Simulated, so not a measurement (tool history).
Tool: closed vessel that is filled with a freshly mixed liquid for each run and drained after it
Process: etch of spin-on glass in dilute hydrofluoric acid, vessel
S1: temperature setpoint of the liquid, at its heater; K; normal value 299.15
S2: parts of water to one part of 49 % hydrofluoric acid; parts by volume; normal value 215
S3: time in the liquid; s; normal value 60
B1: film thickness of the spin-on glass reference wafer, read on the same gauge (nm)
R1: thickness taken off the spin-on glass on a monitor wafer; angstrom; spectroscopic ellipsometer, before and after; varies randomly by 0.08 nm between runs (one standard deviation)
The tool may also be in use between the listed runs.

run   hour      S1   S2  S3     B1     R1
  1      0  299.15  175  50  70.01  161.9
  2   28.7  299.15  215  60  70.03  152.5
  3   43.6  299.15  215  60  70.03  150.3
  4   65.1  299.15  215  60  70.04  152.5
  5   90.1  299.15  215  60  69.99  153.1
  6  112.5  299.15  215  60  70.01  151.7
  7  141.5  299.15  145  60     70  240.4
  8  171.4  299.15  145  60  70.03  243.9
  9  186.6  296.65  215  60  69.96  138.4
     194.1  -- gauge calibrated
 10  218.8  299.15  215  60  69.96  153.3
     225.6  -- thermometer replaced
 11    253  299.15  290  80  69.95  150.8
 12  284.4  299.15  290  80  69.99  150.7
 13  301.9  296.15  260  60  69.98    116
     324.6  -- hydrofluoric acid flow meter replaced
 14  336.2  299.15  215  60  70.04  140.6
 15  353.3  299.15  175  60  69.99  181.7
 16  365.9  299.15  215  60  70.03  141.2
 17  391.3  303.15  285  35  70.01   65.1
 18  421.2  299.15  215  60  69.98    140
 19  438.2  299.15  175  50     70  151.3
 20  451.7  299.15  215  35  69.98   82.1
 21  485.6  303.65  180  60  69.97  204.7
 22  515.2  302.65  165  90  69.99  330.6
 23  534.8  299.15  215  60  69.97  139.7
 24  557.3  300.65  300  85  70.04  138.3

Alternative continuations, all from the tool just after run 24; predict every row:
  A   558  299.15  215  45   ?   ?
  B   558  299.15  245  60   ?   ?
  C   558  299.15  135  60   ?   ?
  D   558  294.65  255  75   ?   ?

run  B1     R1
  A  70  105.8
  B  70  119.9
  C  70  245.9
  D  70  121.1
Had the tool no hidden state, the same runs would have come out as:
run     R1
  A  105.2
  B  119.2
  C  245.2
  D  120.5

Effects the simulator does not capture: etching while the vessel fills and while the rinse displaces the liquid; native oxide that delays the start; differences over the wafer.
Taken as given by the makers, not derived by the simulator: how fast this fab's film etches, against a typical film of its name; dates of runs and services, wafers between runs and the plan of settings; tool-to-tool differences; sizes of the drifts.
